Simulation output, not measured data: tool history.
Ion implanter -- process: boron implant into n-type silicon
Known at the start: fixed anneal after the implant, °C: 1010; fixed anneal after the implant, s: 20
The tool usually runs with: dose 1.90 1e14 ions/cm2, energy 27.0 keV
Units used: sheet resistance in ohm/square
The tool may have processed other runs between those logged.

run,hour,dose,energy,wafers since the last listed run,hours since the last dose calibration,hours since the extraction supply was calibrated,hours since the gauge calibration,"read-back reference wafer on the same gauge, sheet resistance",sheet resistance
1,0.0,1.90,31.0,0,1197.9,6240.6,490.8,444.11,461.21
2,63.6,1.90,27.0,1403,1261.5,6304.2,554.4,444.09,467.00
3,133.3,1.90,27.0,1537,1331.2,6373.9,624.1,443.92,467.82
4,201.4,1.90,27.0,1502,1399.3,6442.0,692.2,443.89,464.59
5,226.2,2.12,27.0,547,1424.1,6466.8,717.0,444.33,429.14
6,295.9,2.12,27.0,1537,1493.8,6536.5,786.7,443.83,427.64
7,357.0,2.12,27.0,1347,1554.9,6597.6,847.8,443.88,426.58
8,414.2,1.90,27.0,1261,1612.1,6654.8,905.0,444.10,469.15
9,598.2,1.90,27.0,4059,1796.1,6838.8,1089.0,443.39,463.25
# hour 633.1: Faraday cup replaced and dose calibrated
10,661.9,1.90,27.0,1228,28.8,6902.5,1152.7,444.29,466.95
11,732.0,1.90,27.0,1546,98.9,6972.6,1222.8,444.06,471.97
12,800.1,1.90,33.0,1502,167.0,7040.7,1290.9,444.35,459.62
13,843.0,1.73,34.5,946,209.9,7083.6,1333.8,443.78,486.60
# hour 861.6: extraction supply calibrated
# hour 885.5: gauge calibrated
14,889.2,2.15,18.5,842,256.1,27.6,3.7,443.76,444.70
15,943.5,1.58,35.5,1197,310.4,81.9,58.0,444.15,517.42
16,1013.0,1.90,27.0,1533,379.9,151.4,127.5,444.06,468.15
17,1076.0,1.59,33.5,1389,442.9,214.4,190.5,443.88,521.49
18,1123.2,1.64,27.0,1041,490.1,261.6,237.7,444.38,523.10
19,1151.2,2.42,27.0,617,518.1,289.6,265.7,443.89,389.86
20,1211.8,2.28,20.0,1336,578.7,350.2,326.3,444.20,420.12
21,1249.0,2.14,23.5,820,615.9,387.4,363.5,444.15,432.34
22,1302.4,1.90,27.0,1178,669.3,440.8,416.9,444.30,470.11
23,1353.1,1.90,22.5,1118,720.0,491.5,467.6,444.12,480.26

Some steps in sheet resistance between neighbouring runs. How much of each would the tool show without its hidden state too (settings, what came in, random variation), and how much is left for the hidden state, with any gauge scatter that isn't in both results?
The tool's hidden condition here consists of: deviation of the true dose from the Faraday cup's reading, %; deviation of the true energy from its setpoint, %; gauge reads high (%).
Run 8 -> 9: no setting changed, nothing entered. sheet resistance -5.90 ohm/square: hidden state -1.82, all else -4.08.
Run 9 -> 10: Faraday cup replaced and dose calibrated. sheet resistance +3.70 ohm/square: hidden state +6.44, all else -2.74.
Run 14 -> 15: dose 2.15 -> 1.58, energy 18.5 -> 35.5. sheet resistance +72.72 ohm/square: hidden state -0.28, all else +73.00.
Run 18 -> 19: dose 1.64 -> 2.42. sheet resistance -133.24 ohm/square: hidden state +0.90, all else -134.14.
